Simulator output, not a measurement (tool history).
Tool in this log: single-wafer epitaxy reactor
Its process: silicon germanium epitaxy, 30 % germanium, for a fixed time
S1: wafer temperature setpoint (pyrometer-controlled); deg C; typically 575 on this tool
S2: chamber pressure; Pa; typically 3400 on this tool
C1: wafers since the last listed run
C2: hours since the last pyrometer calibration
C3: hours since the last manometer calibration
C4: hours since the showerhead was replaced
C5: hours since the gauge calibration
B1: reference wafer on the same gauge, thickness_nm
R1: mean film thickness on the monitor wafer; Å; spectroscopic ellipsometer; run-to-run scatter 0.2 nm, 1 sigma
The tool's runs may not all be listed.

run 1 day=0.000 | S1=575 S2=3400 | C1=0 C2=1824.4 C3=409.1 C4=3279.9 C5=1689.7 | B1=37.490 | R1=422.01
run 2 day=2.996 | S1=586 S2=3400 | C1=1263 C2=1896.3 C3=481.0 C4=3351.8 C5=1761.6 | B1=37.553 | R1=532.13
run 3 day=4.162 | S1=586 S2=3400 | C1=492 C2=1924.3 C3=509.0 C4=3379.8 C5=1789.6 | B1=37.530 | R1=535.40
run 4 day=5.533 | S1=586 S2=3400 | C1=578 C2=1957.2 C3=541.9 C4=3412.7 C5=1822.5 | B1=37.481 | R1=531.16
run 5 day=7.946 | S1=575 S2=3400 | C1=1017 C2=2015.1 C3=599.8 C4=3470.6 C5=1880.4 | B1=37.460 | R1=420.66
-- day=8.488 gauge calibrated
-- day=9.667 showerhead replaced
run 6 day=9.688 | S1=575 S2=3400 | C1=594 C2=2056.9 C3=641.6 C4=0.5 C5=28.8 | B1=37.429 | R1=424.33
run 7 day=10.538 | S1=575 S2=3400 | C1=358 C2=2077.3 C3=662.0 C4=20.9 C5=49.2 | B1=37.491 | R1=418.97
run 8 day=12.817 | S1=566 S2=3400 | C1=961 C2=2132.0 C3=716.7 C4=75.6 C5=103.9 | B1=37.521 | R1=343.86
run 9 day=15.208 | S1=583 S2=3920 | C1=1008 C2=2189.4 C3=774.1 C4=133.0 C5=161.3 | B1=37.503 | R1=524.61
run 10 day=17.517 | S1=583 S2=3400 | C1=973 C2=2244.8 C3=829.5 C4=188.4 C5=216.7 | B1=37.478 | R1=502.45
run 11 day=18.621 | S1=583 S2=3400 | C1=465 C2=2271.3 C3=856.0 C4=214.9 C5=243.2 | B1=37.536 | R1=501.25
run 12 day=20.342 | S1=575 S2=2746 | C1=725 C2=2312.6 C3=897.3 C4=256.2 C5=284.5 | B1=37.470 | R1=398.09
run 13 day=23.200 | S1=575 S2=2746 | C1=1205 C2=2381.2 C3=965.9 C4=324.8 C5=353.1 | B1=37.530 | R1=398.49
run 14 day=25.604 | S1=575 S2=3400 | C1=1014 C2=2438.9 C3=1023.6 C4=382.5 C5=410.8 | B1=37.505 | R1=426.61
run 15 day=28.604 | S1=575 S2=3400 | C1=1265 C2=2510.9 C3=1095.6 C4=454.5 C5=482.8 | B1=37.520 | R1=426.49
run 16 day=30.821 | S1=562 S2=2733 | C1=935 C2=2564.1 C3=1148.8 C4=507.7 C5=536.0 | B1=37.450 | R1=299.57
-- day=33.367 capacitance manometer re-zeroed and calibrated
run 17 day=33.712 | S1=569 S2=4173 | C1=1079 C2=2633.5 C3=8.3 C4=577.1 C5=605.4 | B1=37.477 | R1=413.89
run 18 day=35.571 | S1=563 S2=4053 | C1=783 C2=2678.1 C3=52.9 C4=621.7 C5=650.0 | B1=37.482 | R1=356.88
run 19 day=37.242 | S1=565 S2=4160 | C1=704 C2=2718.2 C3=93.0 C4=661.8 C5=690.1 | B1=37.558 | R1=376.14
run 20 day=38.771 | S1=584 S2=3880 | C1=645 C2=2754.9 C3=129.7 C4=698.5 C5=726.8 | B1=37.522 | R1=555.92
run 21 day=40.475 | S1=575 S2=3400 | C1=718 C2=2795.8 C3=170.6 C4=739.4 C5=767.7 | B1=37.474 | R1=438.74
run 22 day=42.083 | S1=575 S2=3866 | C1=678 C2=2834.4 C3=209.2 C4=778.0 C5=806.3 | B1=37.456 | R1=457.96
run 23 day=43.529 | S1=575 S2=2826 | C1=609 C2=2869.1 C3=243.9 C4=812.7 C5=841.0 | B1=37.568 | R1=413.94
run 24 day=44.879 | S1=575 S2=3400 | C1=569 C2=2901.5 C3=276.3 C4=845.1 C5=873.4 | B1=37.529 | R1=439.47
run 25 day=47.138 | S1=560 S2=4160 | C1=952 C2=2955.7 C3=330.5 C4=899.3 C5=927.6 | B1=37.555 | R1=333.58
run 26 day=48.808 | S1=564 S2=3400 | C1=704 C2=2995.8 C3=370.6 C4=939.4 C5=967.7 | B1=37.476 | R1=345.63
run 27 day=51.317 | S1=575 S2=3400 | C1=1058 C2=3056.0 C3=430.8 C4=999.6 C5=1027.9 | B1=37.535 | R1=439.43
-- day=53.225 pyrometer calibrated
run 28 day=53.246 | S1=583 S2=3400 | C1=673 C2=0.5 C3=477.1 C4=1045.9 C5=1074.2 | B1=37.485 | R1=482.75
run 29 day=57.671 | S1=575 S2=3400 | C1=1866 C2=106.7 C3=583.3 C4=1152.1 C5=1180.4 | B1=37.485 | R1=402.80
run 30 day=59.842 | S1=582 S2=4093 | C1=915 C2=158.8 C3=635.4 C4=1204.2 C5=1232.5 | B1=37.490 | R1=494.51
run 31 day=61.238 | S1=575 S2=4200 | C1=588 C2=192.3 C3=668.9 C4=1237.7 C5=1266.0 | B1=37.523 | R1=433.52
run 32 day=64.188 | S1=566 S2=3400 | C1=1244 C2=263.1 C3=739.7 C4=1308.5 C5=1336.8 | B1=37.502 | R1=332.28
run 33 day=70.400 | S1=575 S2=3400 | C1=2620 C2=412.2 C3=888.8 C4=1457.6 C5=1485.9 | B1=37.468 | R1=405.60
run 34 day=71.588 | S1=584 S2=2720 | C1=500 C2=440.7 C3=917.3 C4=1486.1 C5=1514.4 | B1=37.479 | R1=453.62
run 35 day=73.154 | S1=581 S2=2880 | C1=660 C2=478.3 C3=954.9 C4=1523.7 C5=1552.0 | B1=37.483 | R1=437.00
run 36 day=76.075 | S1=584 S2=2773 | C1=1232 C2=548.4 C3=1025.0 C4=1593.8 C5=1622.1 | B1=37.513 | R1=460.10

Describe how what the log doesn't record of the tool's condition differs between the last listed run preceding each entry between runs and the first listed run following it.
From run 5 to run 6: gauge calibrated (day 8.488); showerhead replaced (day 9.667)
  wafer temperature above the value expected at the setpoint (K): 1.43 -> 1.5; true pressure above the setpoint (%): -6.07 -> -6.26
  difference, measured minus the result without the unlogged condition, R1: +4.87 -> +5.22 Å
From run 16 to run 17: capacitance manometer re-zeroed and calibrated (day 33.367)
  wafer temperature above the value expected at the setpoint (K): 2.37 -> 2.5; true pressure above the setpoint (%): -7.57 -> -0.566
  difference, measured minus the result without the unlogged condition, R1: +8.55 -> +21.78 Å
From run 27 to run 28: pyrometer calibrated (day 53.225)
  wafer temperature above the value expected at the setpoint (K): 3.39 -> -0.358; true pressure above the setpoint (%): -5.74 -> -6.06
  difference, measured minus the result without the unlogged condition, R1: +23.83 -> -13.52 Å
